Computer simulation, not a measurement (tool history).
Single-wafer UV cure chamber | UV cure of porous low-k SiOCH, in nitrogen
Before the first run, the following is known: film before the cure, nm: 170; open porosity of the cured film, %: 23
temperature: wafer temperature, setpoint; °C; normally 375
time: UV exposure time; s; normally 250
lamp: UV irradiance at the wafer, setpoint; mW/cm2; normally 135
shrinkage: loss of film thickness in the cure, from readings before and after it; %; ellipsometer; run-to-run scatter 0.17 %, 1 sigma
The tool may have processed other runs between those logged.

run    hour  temperature  time  lamp  shrinkage
  1     0.0          369   250   135     13.262
  2    98.6          369   250   135     13.252
  3   158.5          375   250   122     12.602
  4   243.5          375   250   135     12.743
  5   306.0          375   250   135     13.054
  6   348.9          385   170   135     10.862
  7   392.3          385   170   135     11.252
  8   446.4          364   310   135     13.348
      524.9  -- quartz window cleaned
  9   525.4          364   310   135     14.133
 10   580.5          364   310   135     14.090
 11   633.9          375   250   120     12.327
 12   720.1          375   250   120     12.429
 13   776.3          375   250   120     12.200
 14   983.0          375   250   135     12.431
 15  1084.8          375   250   135     11.817
 16  1191.5          363   250   135     11.492
     1247.4  -- quartz window cleaned
 17  1247.9          363   250   135     12.524
 18  1347.4          375   250   135     12.342
 19  1445.4          375   250   135     12.216
 20  1482.1          375   250   135     12.098
 21  1559.3          375   250   135     12.056
 22  1643.6          375   250   135     11.719
     1688.8  -- UV bulbs replaced
 23  1745.1          360   330    98     12.888
 24  1837.2          394   305   172     15.852
 25  1914.5          365   385   108     13.459
 26  1966.7          385   355   135     14.871
     1977.4  -- quartz window cleaned
 27  2037.4          381   105   135     10.064
 28  2108.3          370   165   108     10.496
 29  2193.3          375   250   135     13.440
 30  2281.7          384   250   135     13.751
 31  2332.0          375   250   135     13.451
 32  2379.3          375   250   135     13.307
 33  2482.3          375   125   135      9.881
 34  2524.1          375   250   135     12.787
 35  2620.3          375   250   135     12.804
 36  2691.5          375   250   135     12.955
     2700.8  -- quartz window cleaned
 37  2790.0          386   250   118     13.089
 38  2978.9          375   250   135     12.935
 39  3048.4          393   250   135     13.545
 40  3135.8          375   250   149     13.358
 41  3209.1          358   200   170     12.498
 42  3285.1          362   135   135      9.318
 43  3323.1          375   160   135     10.509

How would selected steps in shrinkage from run to run divide? Give the signed amount a tool lacking its hidden state would still show from settings, what came in and random variation, and the signed amount left for the hidden state, including any gauge scatter that is not in both of the compared results.
Hidden conditions of the tool in this case: lamp output below its setpoint, %; transmission lost against a clean window, %.
Run 16 -> 17: quartz window cleaned. shrinkage +1.032 %: hidden state +1.046, all else -0.014.
Run 22 -> 23: temperature 375 -> 360, time 250 -> 330, lamp 135 -> 98, UV bulbs replaced. shrinkage +1.169 %: hidden state +1.664, all else -0.495.
Run 26 -> 27: temperature 385 -> 381, time 355 -> 105, quartz window cleaned. shrinkage -4.807 %: hidden state +1.070, all else -5.877.
Run 32 -> 33: time 250 -> 125. shrinkage -3.426 %: hidden state -0.113, all else -3.313.
Run 41 -> 42: temperature 358 -> 362, time 200 -> 135, lamp 170 -> 135. shrinkage -3.180 %: hidden state -0.034, all else -3.146.
